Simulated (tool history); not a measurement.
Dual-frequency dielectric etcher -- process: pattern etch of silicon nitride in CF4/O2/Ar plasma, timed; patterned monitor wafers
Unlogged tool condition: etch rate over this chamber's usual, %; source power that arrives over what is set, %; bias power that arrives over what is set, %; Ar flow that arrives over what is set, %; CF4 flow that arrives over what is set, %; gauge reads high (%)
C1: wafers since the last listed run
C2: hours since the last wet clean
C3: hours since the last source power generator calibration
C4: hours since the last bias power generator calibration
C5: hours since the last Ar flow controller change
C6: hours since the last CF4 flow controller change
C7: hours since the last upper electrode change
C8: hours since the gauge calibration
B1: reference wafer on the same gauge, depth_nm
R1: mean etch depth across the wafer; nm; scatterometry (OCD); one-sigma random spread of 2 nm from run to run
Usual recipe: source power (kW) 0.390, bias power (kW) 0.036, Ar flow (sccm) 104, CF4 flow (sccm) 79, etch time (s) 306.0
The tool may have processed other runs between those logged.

Run 1, day 0.000: usual settings; C1 0; C2 441.0; C3 1848.4; C4 1572.6; C5 4595.8; C6 2660.2; C7 2646.5; C8 482.4; B1 365.2. Result: R1 378.4 nm.
Run 2, day 0.617: usual settings; C1 88; C2 455.8; C3 1863.2; C4 1587.4; C5 4610.6; C6 2675.0; C7 2661.3; C8 497.2; B1 365.4. Result: R1 379.1 nm.
At day 1.675: bias power generator calibrated.
At day 1.683: source power generator calibrated.
At day 1.938: Ar flow controller replaced.
Run 3, day 1.958: usual settings; C1 131; C2 488.0; C3 6.6; C4 6.8; C5 0.5; C6 2707.2; C7 2693.5; C8 529.4; B1 365.0. Result: R1 401.1 nm.
Run 4, day 2.933: usual settings; C1 139; C2 511.4; C3 30.0; C4 30.2; C5 23.9; C6 2730.6; C7 2716.9; C8 552.8; B1 365.1. Result: R1 403.0 nm.
Run 5, day 4.242: usual settings; C1 187; C2 542.8; C3 61.4; C4 61.6; C5 55.3; C6 2762.0; C7 2748.3; C8 584.2; B1 365.2. Result: R1 405.0 nm.
Run 6, day 5.733: usual settings; C1 213; C2 578.6; C3 97.2; C4 97.4; C5 91.1; C6 2797.8; C7 2784.1; C8 620.0; B1 365.2. Result: R1 404.7 nm.
At day 6.621: gauge calibrated.
Run 7, day 7.146: usual settings; C1 202; C2 612.5; C3 131.1; C4 131.3; C5 125.0; C6 2831.7; C7 2818.0; C8 12.6; B1 365.2. Result: R1 405.3 nm.
At day 7.950: CF4 flow controller replaced.
At day 9.300: wet clean of the chamber.
Run 8, day 9.321: usual settings; C1 132; C2 0.5; C3 183.3; C4 183.5; C5 177.2; C6 32.9; C7 2870.2; C8 64.8; B1 365.0. Result: R1 391.7 nm.
Run 9, day 9.825: usual settings; C1 72; C2 12.6; C3 195.4; C4 195.6; C5 189.3; C6 45.0; C7 2882.3; C8 76.9; B1 365.2. Result: R1 392.0 nm.
At day 11.458: upper electrode replaced.
Run 10, day 11.479: usual settings but source power (kW) 0.330, bias power (kW) 0.039, Ar flow (sccm) 81, CF4 flow (sccm) 91; C1 93; C2 52.3; C3 235.1; C4 235.3; C5 229.0; C6 84.7; C7 0.5; C8 116.6; B1 364.8. Result: R1 351.3 nm.
Run 11, day 11.592: usual settings but source power (kW) 0.300, bias power (kW) 0.044, CF4 flow (sccm) 65, etch time (s) 368.5; C1 16; C2 55.0; C3 237.8; C4 238.0; C5 231.7; C6 87.4; C7 3.2; C8 119.3; B1 364.9. Result: R1 362.2 nm.
Run 12, day 12.433: usual settings but source power (kW) 0.300, Ar flow (sccm) 123; C1 120; C2 75.2; C3 258.0; C4 258.2; C5 251.9; C6 107.6; C7 23.4; C8 139.5; B1 364.7. Result: R1 286.7 nm.
Run 13, day 13.333: usual settings; C1 128; C2 96.8; C3 279.6; C4 279.8; C5 273.5; C6 129.2; C7 45.0; C8 161.1; B1 365.7. Result: R1 390.3 nm.
Run 14, day 14.354: usual settings but bias power (kW) 0.039, Ar flow (sccm) 122; C1 146; C2 121.3; C3 304.1; C4 304.3; C5 298.0; C6 153.7; C7 69.5; C8 185.6; B1 364.8. Result: R1 389.0 nm.
Run 15, day 15.604: usual settings but source power (kW) 0.360, bias power (kW) 0.034, Ar flow (sccm) 97; C1 178; C2 151.3; C3 334.1; C4 334.3; C5 328.0; C6 183.7; C7 99.5; C8 215.6; B1 364.8. Result: R1 355.1 nm.
Run 16, day 16.692: usual settings but bias power (kW) 0.039, Ar flow (sccm) 113, CF4 flow (sccm) 61, etch time (s) 215.0; C1 155; C2 177.4; C3 360.2; C4 360.4; C5 354.1; C6 209.8; C7 125.6; C8 241.7; B1 364.9. Result: R1 264.1 nm.
Run 17, day 17.362: usual settings but source power (kW) 0.430, etch time (s) 374.5; C1 96; C2 193.5; C3 376.3; C4 376.5; C5 370.2; C6 225.9; C7 141.7; C8 257.8; B1 364.6. Result: R1 528.2 nm.
Run 18, day 17.883: usual settings but Ar flow (sccm) 85, CF4 flow (sccm) 63, etch time (s) 367.0; C1 74; C2 206.0; C3 388.8; C4 389.0; C5 382.7; C6 238.4; C7 154.2; C8 270.3; B1 365.1. Result: R1 465.3 nm.
Run 19, day 18.479: usual settings but source power (kW) 0.310, Ar flow (sccm) 84; C1 85; C2 220.3; C3 403.1; C4 403.3; C5 397.0; C6 252.7; C7 168.5; C8 284.6; B1 365.1. Result: R1 315.2 nm.
Run 20, day 19.846: usual settings but CF4 flow (sccm) 97, etch time (s) 383.5; C1 195; C2 253.1; C3 435.9; C4 436.1; C5 429.8; C6 285.5; C7 201.3; C8 317.4; B1 365.1. Result: R1 515.7 nm.
Run 21, day 20.558: usual settings; C1 101; C2 270.2; C3 453.0; C4 453.2; C5 446.9; C6 302.6; C7 218.4; C8 334.5; B1 365.0. Result: R1 394.7 nm.

What was the tool's hidden state at every run in the log?
bias power that arrives over what is set, %: 0, the same for each run
Ar flow that arrives over what is set, %: 0, the same for each run
CF4 flow that arrives over what is set, %: 0, the same for each run
gauge reads high (%): 0, the same for each run
H1: etch rate over this chamber's usual, %
H2: source power that arrives over what is set, %
run      H1       H2
  1    2.81    -5.54
  2     2.9    -5.63
  3     3.1   0.0427
  4    3.24   0.0412
  5    3.42   0.0364
  6    3.64   0.0269
  7    3.84    0.014
  8  -0.185  -0.0135
  9  -0.113  -0.0212
 10   0.124  -0.0498
 11    0.14  -0.0519
 12   0.261  -0.0687
 13    0.39  -0.0881
 14   0.537   -0.112
 15   0.716   -0.144
 16   0.872   -0.174
 17   0.968   -0.194
 18    1.04    -0.21
 19    1.13   -0.229
 20    1.32   -0.275
 21    1.43   -0.301
